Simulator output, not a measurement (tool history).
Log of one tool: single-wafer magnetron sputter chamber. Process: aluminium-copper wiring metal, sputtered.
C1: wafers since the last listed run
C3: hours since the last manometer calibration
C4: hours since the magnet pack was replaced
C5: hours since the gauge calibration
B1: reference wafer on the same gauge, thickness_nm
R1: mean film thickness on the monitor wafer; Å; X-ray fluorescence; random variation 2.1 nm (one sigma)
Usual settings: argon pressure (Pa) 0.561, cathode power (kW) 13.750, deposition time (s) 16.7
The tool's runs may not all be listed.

run 1 hour=0.0 | argon_pressure_(Pa)=0.561 cathode_power_(kW)=13.750 deposition_time_(s)=16.7 | C1=0 wafers_on_the_sputter_target=1175 C3=1715.5 C4=9865.1 C5=269.9 | B1=342.390 | R1=3533.70
run 2 hour=259.8 | argon_pressure_(Pa)=0.561 cathode_power_(kW)=13.750 deposition_time_(s)=16.7 | C1=7284 wafers_on_the_sputter_target=8459 C3=1975.3 C4=10124.9 C5=529.7 | B1=342.967 | R1=3571.09
-- hour=289.6 sputter target and shields replaced
run 3 hour=361.6 | argon_pressure_(Pa)=0.561 cathode_power_(kW)=13.750 deposition_time_(s)=16.7 | C1=2630 wafers_on_the_sputter_target=2018 C3=2077.1 C4=10226.7 C5=631.5 | B1=343.095 | R1=3533.98
run 4 hour=435.3 | argon_pressure_(Pa)=0.561 cathode_power_(kW)=11.800 deposition_time_(s)=16.7 | C1=2066 wafers_on_the_sputter_target=4085 C3=2150.8 C4=10300.4 C5=705.2 | B1=343.484 | R1=3023.67
run 5 hour=601.5 | argon_pressure_(Pa)=0.561 cathode_power_(kW)=13.750 deposition_time_(s)=16.7 | C1=4660 wafers_on_the_sputter_target=8745 C3=2317.0 C4=10466.6 C5=871.4 | B1=342.858 | R1=3543.46
-- hour=648.2 sputter target and shields replaced
run 6 hour=654.9 | argon_pressure_(Pa)=0.561 cathode_power_(kW)=13.750 deposition_time_(s)=16.7 | C1=1272 wafers_on_the_sputter_target=188 C3=2370.4 C4=10520.0 C5=924.8 | B1=343.085 | R1=3517.16
run 7 hour=743.0 | argon_pressure_(Pa)=0.561 cathode_power_(kW)=13.750 deposition_time_(s)=16.7 | C1=2470 wafers_on_the_sputter_target=2658 C3=2458.5 C4=10608.1 C5=1012.9 | B1=342.643 | R1=3553.43
run 8 hour=794.6 | argon_pressure_(Pa)=0.561 cathode_power_(kW)=13.750 deposition_time_(s)=16.7 | C1=1446 wafers_on_the_sputter_target=4105 C3=2510.1 C4=10659.7 C5=1064.5 | B1=343.191 | R1=3514.73
run 9 hour=881.6 | argon_pressure_(Pa)=0.475 cathode_power_(kW)=13.750 deposition_time_(s)=16.7 | C1=2439 wafers_on_the_sputter_target=6544 C3=2597.1 C4=10746.7 C5=1151.5 | B1=343.489 | R1=3809.48
-- hour=964.8 capacitance manometer re-zeroed and calibrated
-- hour=978.7 sputter target and shields replaced
run 10 hour=983.4 | argon_pressure_(Pa)=0.561 cathode_power_(kW)=13.750 deposition_time_(s)=16.7 | C1=2405 wafers_on_the_sputter_target=131 C3=18.6 C4=10848.5 C5=1253.3 | B1=342.374 | R1=3540.02
run 11 hour=1042.0 | argon_pressure_(Pa)=0.561 cathode_power_(kW)=13.750 deposition_time_(s)=16.7 | C1=1643 wafers_on_the_sputter_target=1775 C3=77.2 C4=10907.1 C5=1311.9 | B1=342.223 | R1=3561.66
-- hour=1118.0 magnet pack replaced
run 12 hour=1120.8 | argon_pressure_(Pa)=0.673 cathode_power_(kW)=13.750 deposition_time_(s)=16.7 | C1=1985 wafers_on_the_sputter_target=3760 C3=156.0 C4=2.8 C5=1390.7 | B1=343.669 | R1=3213.72
run 13 hour=1205.5 | argon_pressure_(Pa)=0.486 cathode_power_(kW)=15.750 deposition_time_(s)=14.1 | C1=2374 wafers_on_the_sputter_target=6135 C3=240.7 C4=87.5 C5=1475.4 | B1=343.168 | R1=3641.04
run 14 hour=1262.1 | argon_pressure_(Pa)=0.561 cathode_power_(kW)=10.900 deposition_time_(s)=17.7 | C1=1587 wafers_on_the_sputter_target=7722 C3=297.3 C4=144.1 C5=1532.0 | B1=342.952 | R1=2955.83
run 15 hour=1315.8 | argon_pressure_(Pa)=0.561 cathode_power_(kW)=13.750 deposition_time_(s)=16.7 | C1=1505 wafers_on_the_sputter_target=9227 C3=351.0 C4=197.8 C5=1585.7 | B1=342.956 | R1=3514.84
-- hour=1327.4 gauge calibrated
-- hour=1347.9 sputter target and shields replaced
run 16 hour=1379.1 | argon_pressure_(Pa)=0.740 cathode_power_(kW)=12.100 deposition_time_(s)=16.7 | C1=1550 wafers_on_the_sputter_target=876 C3=414.3 C4=261.1 C5=51.7 | B1=343.024 | R1=2670.99
run 17 hour=1481.6 | argon_pressure_(Pa)=0.724 cathode_power_(kW)=17.050 deposition_time_(s)=14.5 | C1=2874 wafers_on_the_sputter_target=3750 C3=516.8 C4=363.6 C5=154.2 | B1=342.060 | R1=3300.47
run 18 hour=1533.9 | argon_pressure_(Pa)=0.561 cathode_power_(kW)=13.750 deposition_time_(s)=15.2 | C1=1466 wafers_on_the_sputter_target=5216 C3=569.1 C4=415.9 C5=206.5 | B1=343.198 | R1=3193.82
run 19 hour=1588.9 | argon_pressure_(Pa)=0.724 cathode_power_(kW)=17.050 deposition_time_(s)=14.5 | C1=1542 wafers_on_the_sputter_target=6758 C3=624.1 C4=470.9 C5=261.5 | B1=343.814 | R1=3307.55
-- hour=1658.6 sputter target and shields replaced
run 20 hour=1695.3 | argon_pressure_(Pa)=0.680 cathode_power_(kW)=11.300 deposition_time_(s)=19.2 | C1=2759 wafers_on_the_sputter_target=1030 C3=730.5 C4=577.3 C5=367.9 | B1=343.328 | R1=3015.68

Forecast each of these 3 alternatives for the next run:
run A hour=1695.7 | argon_pressure_(Pa)=0.561 cathode_power_(kW)=11.700 deposition_time_(s)=16.7 | C1=11 wafers_on_the_sputter_target=1041 C3=730.9 C4=577.7 C5=368.3 | B1=? | R1=?
run B hour=1695.7 | argon_pressure_(Pa)=0.504 cathode_power_(kW)=13.750 deposition_time_(s)=16.7 | C1=11 wafers_on_the_sputter_target=1041 C3=730.9 C4=577.7 C5=368.3 | B1=? | R1=?
run C hour=1695.7 | argon_pressure_(Pa)=0.702 cathode_power_(kW)=11.650 deposition_time_(s)=16.7 | C1=11 wafers_on_the_sputter_target=1041 C3=730.9 C4=577.7 C5=368.3 | B1=? | R1=?

run=A B1=343.305 R1=2991.44
run=B B1=343.305 R1=3694.02
run=C B1=343.305 R1=2646.38
Without the tool's hidden state the same runs would have given:
run=A R1=2991.44
run=B R1=3694.02
run=C R1=2646.38
